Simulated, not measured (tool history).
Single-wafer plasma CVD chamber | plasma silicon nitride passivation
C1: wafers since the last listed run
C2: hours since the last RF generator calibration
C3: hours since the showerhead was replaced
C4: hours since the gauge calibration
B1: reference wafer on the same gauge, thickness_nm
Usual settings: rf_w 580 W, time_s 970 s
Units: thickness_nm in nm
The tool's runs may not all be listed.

{"run": 1, "hour": 0.0, "rf_w": 580, "time_s": 1104, "C1": 0, "C2": 612.5, "C3": 392.5, "C4": 845.5, "B1": 1388.224, "thickness_nm": 1725.268}
{"run": 2, "hour": 92.3, "rf_w": 580, "time_s": 892, "C1": 151, "C2": 704.8, "C3": 484.8, "C4": 937.8, "B1": 1388.643, "thickness_nm": 1396.68}
{"run": 3, "hour": 160.5, "rf_w": 580, "time_s": 892, "C1": 112, "C2": 773.0, "C3": 553.0, "C4": 1006.0, "B1": 1389.929, "thickness_nm": 1381.548}
{"run": 4, "hour": 256.7, "rf_w": 665, "time_s": 970, "C1": 158, "C2": 869.2, "C3": 649.2, "C4": 1102.2, "B1": 1389.096, "thickness_nm": 1593.095}
{"run": 5, "hour": 407.8, "rf_w": 635, "time_s": 970, "C1": 248, "C2": 1020.3, "C3": 800.3, "C4": 1253.3, "B1": 1390.289, "thickness_nm": 1559.493}
{"run": 6, "hour": 725.2, "rf_w": 580, "time_s": 970, "C1": 521, "C2": 1337.7, "C3": 1117.7, "C4": 1570.7, "B1": 1390.252, "thickness_nm": 1495.347}
{"run": 7, "hour": 776.5, "rf_w": 580, "time_s": 970, "C1": 84, "C2": 1389.0, "C3": 1169.0, "C4": 1622.0, "B1": 1388.839, "thickness_nm": 1502.321}
{"run": 8, "hour": 883.0, "rf_w": 580, "time_s": 970, "C1": 175, "C2": 1495.5, "C3": 1275.5, "C4": 1728.5, "B1": 1390.834, "thickness_nm": 1496.251}
{"run": 9, "hour": 962.7, "rf_w": 650, "time_s": 970, "C1": 131, "C2": 1575.2, "C3": 1355.2, "C4": 1808.2, "B1": 1390.152, "thickness_nm": 1569.552}
{"run": 10, "hour": 1047.1, "rf_w": 530, "time_s": 905, "C1": 138, "C2": 1659.6, "C3": 1439.6, "C4": 1892.6, "B1": 1388.626, "thickness_nm": 1342.357}
{"run": 11, "hour": 1099.0, "rf_w": 530, "time_s": 905, "C1": 85, "C2": 1711.5, "C3": 1491.5, "C4": 1944.5, "B1": 1389.587, "thickness_nm": 1343.451}
{"run": 12, "hour": 1171.5, "rf_w": 530, "time_s": 905, "C1": 119, "C2": 1784.0, "C3": 1564.0, "C4": 2017.0, "B1": 1389.869, "thickness_nm": 1342.835}
{"run": 13, "hour": 1220.6, "rf_w": 520, "time_s": 860, "C1": 80, "C2": 1833.1, "C3": 1613.1, "C4": 2066.1, "B1": 1389.35, "thickness_nm": 1263.506}
{"run": 14, "hour": 1325.0, "rf_w": 645, "time_s": 970, "C1": 171, "C2": 1937.5, "C3": 1717.5, "C4": 2170.5, "B1": 1390.242, "thickness_nm": 1555.598}
{"run": 15, "hour": 1423.7, "rf_w": 580, "time_s": 895, "C1": 162, "C2": 2036.2, "C3": 1816.2, "C4": 2269.2, "B1": 1390.795, "thickness_nm": 1372.311}
{"hour": 1481.2, "done": "RF generator calibrated"}
{"run": 16, "hour": 1501.0, "rf_w": 580, "time_s": 895, "C1": 113, "C2": 19.8, "C3": 1893.5, "C4": 2346.5, "B1": 1390.561, "thickness_nm": 1399.682}
{"run": 17, "hour": 1543.7, "rf_w": 535, "time_s": 970, "C1": 70, "C2": 62.5, "C3": 1936.2, "C4": 2389.2, "B1": 1389.634, "thickness_nm": 1472.208}
{"hour": 1603.0, "done": "gauge calibrated"}
{"run": 18, "hour": 1676.8, "rf_w": 535, "time_s": 1096, "C1": 218, "C2": 195.6, "C3": 2069.3, "C4": 73.8, "B1": 1390.101, "thickness_nm": 1658.456}
{"run": 19, "hour": 1979.7, "rf_w": 625, "time_s": 1037, "C1": 498, "C2": 498.5, "C3": 2372.2, "C4": 376.7, "B1": 1389.435, "thickness_nm": 1666.553}
{"run": 20, "hour": 2024.6, "rf_w": 670, "time_s": 1043, "C1": 73, "C2": 543.4, "C3": 2417.1, "C4": 421.6, "B1": 1389.607, "thickness_nm": 1710.522}
{"run": 21, "hour": 2072.3, "rf_w": 635, "time_s": 1073, "C1": 78, "C2": 591.1, "C3": 2464.8, "C4": 469.3, "B1": 1389.07, "thickness_nm": 1719.761}
{"hour": 2083.1, "done": "showerhead replaced"}
{"run": 22, "hour": 2117.4, "rf_w": 530, "time_s": 1094, "C1": 61, "C2": 636.2, "C3": 34.3, "C4": 514.4, "B1": 1389.138, "thickness_nm": 1639.976}
{"run": 23, "hour": 2182.6, "rf_w": 580, "time_s": 1134, "C1": 107, "C2": 701.4, "C3": 99.5, "C4": 579.6, "B1": 1389.032, "thickness_nm": 1760.263}
{"run": 24, "hour": 2280.1, "rf_w": 580, "time_s": 970, "C1": 160, "C2": 798.9, "C3": 197.0, "C4": 677.1, "B1": 1387.92, "thickness_nm": 1507.487}
{"run": 25, "hour": 2373.1, "rf_w": 580, "time_s": 970, "C1": 152, "C2": 891.9, "C3": 290.0, "C4": 770.1, "B1": 1390.915, "thickness_nm": 1500.903}
{"run": 26, "hour": 2476.4, "rf_w": 515, "time_s": 800, "C1": 169, "C2": 995.2, "C3": 393.3, "C4": 873.4, "B1": 1390.477, "thickness_nm": 1177.864}
{"run": 27, "hour": 2571.1, "rf_w": 465, "time_s": 970, "C1": 155, "C2": 1089.9, "C3": 488.0, "C4": 968.1, "B1": 1389.39, "thickness_nm": 1372.066}
{"run": 28, "hour": 2657.9, "rf_w": 580, "time_s": 970, "C1": 142, "C2": 1176.7, "C3": 574.8, "C4": 1054.9, "B1": 1391.022, "thickness_nm": 1492.929}
{"run": 29, "hour": 2698.5, "rf_w": 530, "time_s": 1079, "C1": 66, "C2": 1217.3, "C3": 615.4, "C4": 1095.5, "B1": 1389.204, "thickness_nm": 1596.616}
{"run": 30, "hour": 2736.6, "rf_w": 580, "time_s": 970, "C1": 62, "C2": 1255.4, "C3": 653.5, "C4": 1133.6, "B1": 1390.188, "thickness_nm": 1496.335}
{"run": 31, "hour": 2776.1, "rf_w": 580, "time_s": 970, "C1": 64, "C2": 1294.9, "C3": 693.0, "C4": 1173.1, "B1": 1391.411, "thickness_nm": 1499.955}
{"run": 32, "hour": 2922.8, "rf_w": 530, "time_s": 970, "C1": 241, "C2": 1441.6, "C3": 839.7, "C4": 1319.8, "B1": 1389.799, "thickness_nm": 1445.795}
{"run": 33, "hour": 3202.1, "rf_w": 580, "time_s": 970, "C1": 459, "C2": 1720.9, "C3": 1119.0, "C4": 1599.1, "B1": 1389.92, "thickness_nm": 1486.896}
{"run": 34, "hour": 3260.0, "rf_w": 530, "time_s": 905, "C1": 95, "C2": 1778.8, "C3": 1176.9, "C4": 1657.0, "B1": 1389.834, "thickness_nm": 1335.705}
{"run": 35, "hour": 3350.0, "rf_w": 470, "time_s": 1076, "C1": 147, "C2": 1868.8, "C3": 1266.9, "C4": 1747.0, "B1": 1389.999, "thickness_nm": 1517.318}
{"run": 36, "hour": 3437.2, "rf_w": 505, "time_s": 880, "C1": 143, "C2": 1956.0, "C3": 1354.1, "C4": 1834.2, "B1": 1390.188, "thickness_nm": 1276.752}
{"hour": 3479.3, "done": "RF generator calibrated"}
{"hour": 3595.6, "done": "gauge calibrated"}
{"run": 37, "hour": 3627.7, "rf_w": 580, "time_s": 1134, "C1": 300, "C2": 148.4, "C3": 1544.6, "C4": 32.1, "B1": 1389.455, "thickness_nm": 1768.436}

The tool's hidden state at each run:
gauge reads high (%): 0 in every run
H1: delivered RF power above the setpoint (%)
run=1 H1=-1.47
run=2 H1=-1.68
run=3 H1=-1.83
run=4 H1=-2.05
run=5 H1=-2.39
run=6 H1=-3.1
run=7 H1=-3.22
run=8 H1=-3.46
run=9 H1=-3.64
run=10 H1=-3.83
run=11 H1=-3.94
run=12 H1=-4.11
run=13 H1=-4.22
run=14 H1=-4.45
run=15 H1=-4.67
run=16 H1=-0.497
run=17 H1=-0.593
run=18 H1=-0.892
run=19 H1=-1.57
run=20 H1=-1.67
run=21 H1=-1.78
run=22 H1=-1.88
run=23 H1=-2.03
run=24 H1=-2.25
run=25 H1=-2.46
run=26 H1=-2.69
run=27 H1=-2.9
run=28 H1=-3.1
run=29 H1=-3.19
run=30 H1=-3.27
run=31 H1=-3.36
run=32 H1=-3.69
run=33 H1=-4.32
run=34 H1=-4.45
run=35 H1=-4.65
run=36 H1=-4.85
run=37 H1=-1.18
